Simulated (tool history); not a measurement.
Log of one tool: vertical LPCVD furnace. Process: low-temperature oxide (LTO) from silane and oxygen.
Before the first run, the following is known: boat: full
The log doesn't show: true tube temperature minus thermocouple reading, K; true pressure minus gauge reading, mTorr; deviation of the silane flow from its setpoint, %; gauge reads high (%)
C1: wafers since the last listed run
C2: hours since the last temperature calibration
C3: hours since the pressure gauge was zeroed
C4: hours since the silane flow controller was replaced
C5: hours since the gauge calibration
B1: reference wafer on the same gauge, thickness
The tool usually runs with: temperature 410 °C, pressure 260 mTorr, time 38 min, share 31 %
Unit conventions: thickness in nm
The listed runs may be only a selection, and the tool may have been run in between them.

run 1 hour=0 | temperature=410 pressure=260 time=42.5 share=31 | C1=0 C2=3311 C3=1736.3 C4=3085.8 C5=1074.8 | B1=335.08 | thickness=369.8
run 2 hour=68.2 | temperature=410 pressure=260 time=38 share=31 | C1=1452 C2=3379.2 C3=1804.5 C4=3154 C5=1143 | B1=335.24 | thickness=330.05
run 3 hour=159.7 | temperature=410 pressure=260 time=38 share=31 | C1=1948 C2=3470.7 C3=1896 C4=3245.5 C5=1234.5 | B1=334.62 | thickness=331.48
run 4 hour=215.1 | temperature=410 pressure=260 time=30 share=31 | C1=1179 C2=3526.1 C3=1951.4 C4=3300.9 C5=1289.9 | B1=335.36 | thickness=260.99
run 5 hour=307.2 | temperature=410 pressure=260 time=44.5 share=31 | C1=1961 C2=3618.2 C3=2043.5 C4=3393 C5=1382 | B1=335.11 | thickness=386.66
run 6 hour=397.2 | temperature=410 pressure=260 time=44.5 share=31 | C1=1916 C2=3708.2 C3=2133.5 C4=3483 C5=1472 | B1=335.35 | thickness=387.63
run 7 hour=489.1 | temperature=410 pressure=260 time=38 share=31 | C1=1956 C2=3800.1 C3=2225.4 C4=3574.9 C5=1563.9 | B1=334.84 | thickness=331.1
-- hour=518.6 silane flow controller replaced
run 8 hour=589.8 | temperature=410 pressure=260 time=38 share=31 | C1=1633 C2=3900.8 C3=2326.1 C4=71.2 C5=1664.6 | B1=335.1 | thickness=330.57
run 9 hour=640.6 | temperature=414 pressure=285 time=30.5 share=34 | C1=1081 C2=3951.6 C3=2376.9 C4=122 C5=1715.4 | B1=334.96 | thickness=345.4
run 10 hour=743.4 | temperature=420 pressure=260 time=38 share=36 | C1=2189 C2=4054.4 C3=2479.7 C4=224.8 C5=1818.2 | B1=334.81 | thickness=450.38
-- hour=769.4 thermocouples replaced and temperature profile calibrated
run 11 hour=830.2 | temperature=410 pressure=260 time=38 share=31 | C1=1337 C2=60.8 C3=2566.5 C4=311.6 C5=1905 | B1=335.21 | thickness=325.52
run 12 hour=877.1 | temperature=414 pressure=260 time=38 share=35 | C1=998 C2=107.7 C3=2613.4 C4=358.5 C5=1951.9 | B1=334.68 | thickness=403.05
run 13 hour=948.3 | temperature=410 pressure=260 time=45 share=31 | C1=1516 C2=178.9 C3=2684.6 C4=429.7 C5=2023.1 | B1=334.89 | thickness=385.46
run 14 hour=1019.8 | temperature=410 pressure=325 time=38 share=34 | C1=1522 C2=250.4 C3=2756.1 C4=501.2 C5=2094.6 | B1=335.18 | thickness=464.14
run 15 hour=1067.7 | temperature=410 pressure=260 time=38 share=31 | C1=1019 C2=298.3 C3=2804 C4=549.1 C5=2142.5 | B1=334.87 | thickness=326.12
run 16 hour=1169.4 | temperature=422 pressure=260 time=45 share=31 | C1=2165 C2=400 C3=2905.7 C4=650.8 C5=2244.2 | B1=334.88 | thickness=441.99
-- hour=1213.8 pressure gauge zeroed
run 17 hour=1265 | temperature=410 pressure=260 time=45 share=26 | C1=1524 C2=495.6 C3=51.2 C4=746.4 C5=2339.8 | B1=335.17 | thickness=297.95
run 18 hour=1314.3 | temperature=407 pressure=315 time=38 share=27 | C1=1049 C2=544.9 C3=100.5 C4=795.7 C5=2389.1 | B1=334.8 | thickness=312.62
run 19 hour=1399.4 | temperature=410 pressure=260 time=38 share=26 | C1=1812 C2=630 C3=185.6 C4=880.8 C5=2474.2 | B1=334.93 | thickness=252.1
run 20 hour=1443.3 | temperature=414 pressure=260 time=29.5 share=31 | C1=934 C2=673.9 C3=229.5 C4=924.7 C5=2518.1 | B1=334.88 | thickness=264.71
-- hour=1469 gauge calibrated
run 21 hour=1536.1 | temperature=410 pressure=260 time=38 share=31 | C1=1976 C2=766.7 C3=322.3 C4=1017.5 C5=67.1 | B1=335.3 | thickness=327.19
run 22 hour=1611.7 | temperature=414 pressure=295 time=38 share=31 | C1=1609 C2=842.3 C3=397.9 C4=1093.1 C5=142.7 | B1=334.87 | thickness=389.46
run 23 hour=1697.6 | temperature=420 pressure=315 time=26 share=31 | C1=1829 C2=928.2 C3=483.8 C4=1179 C5=228.6 | B1=335.04 | thickness=302.04
run 24 hour=1736.3 | temperature=410 pressure=225 time=38 share=35 | C1=824 C2=966.9 C3=522.5 C4=1217.7 C5=267.3 | B1=334.98 | thickness=335.12
run 25 hour=1818.7 | temperature=410 pressure=260 time=24.5 share=31 | C1=1754 C2=1049.3 C3=604.9 C4=1300.1 C5=349.7 | B1=334.59 | thickness=211.41
run 26 hour=1897.2 | temperature=422 pressure=210 time=47.5 share=34 | C1=1671 C2=1127.8 C3=683.4 C4=1378.6 C5=428.2 | B1=335.36 | thickness=428.13
run 27 hour=2130.7 | temperature=410 pressure=260 time=38 share=31 | C1=4972 C2=1361.3 C3=916.9 C4=1612.1 C5=661.7 | B1=334.97 | thickness=327.19
run 28 hour=2209.3 | temperature=422 pressure=260 time=45 share=31 | C1=1673 C2=1439.9 C3=995.5 C4=1690.7 C5=740.3 | B1=335.05 | thickness=443.72
run 29 hour=2302.6 | temperature=410 pressure=260 time=34 share=35 | C1=1986 C2=1533.2 C3=1088.8 C4=1784 C5=833.6 | B1=335.11 | thickness=347.67
run 30 hour=2376.3 | temperature=410 pressure=290 time=38 share=27 | C1=1569 C2=1606.9 C3=1162.5 C4=1857.7 C5=907.3 | B1=335.05 | thickness=299.96
run 31 hour=2412.4 | temperature=410 pressure=285 time=26 share=31 | C1=768 C2=1643 C3=1198.6 C4=1893.8 C5=943.4 | B1=335.09 | thickness=245.18
run 32 hour=2503.9 | temperature=410 pressure=280 time=38 share=31 | C1=1948 C2=1734.5 C3=1290.1 C4=1985.3 C5=1034.9 | B1=335.22 | thickness=354.07

Entry by entry between the runs, the difference in hidden state between the last listed run before and the first listed run after:
Run 7 -> run 8: silane flow controller replaced (hour 518.6)
  true tube temperature minus thermocouple reading, K: 1.29 -> 1.32
  the result without the hidden state subtracted from the measured one, thickness: +4.82 -> +4.92 nm
Run 10 -> run 11: thermocouples replaced and temperature profile calibrated (hour 769.4)
  true tube temperature minus thermocouple reading, K: 1.37 -> 0.134
  the result without the hidden state subtracted from the measured one, thickness: +6.44 -> +0.49 nm
Run 16 -> run 17: pressure gauge zeroed (hour 1213.8)
  true tube temperature minus thermocouple reading, K: 0.239 -> 0.269
  the result without the hidden state subtracted from the measured one, thickness: +1.15 -> +0.94 nm
Run 20 -> run 21: gauge calibrated (hour 1469)
  true tube temperature minus thermocouple reading, K: 0.325 -> 0.354
  the result without the hidden state subtracted from the measured one, thickness: +0.96 -> +1.31 nm
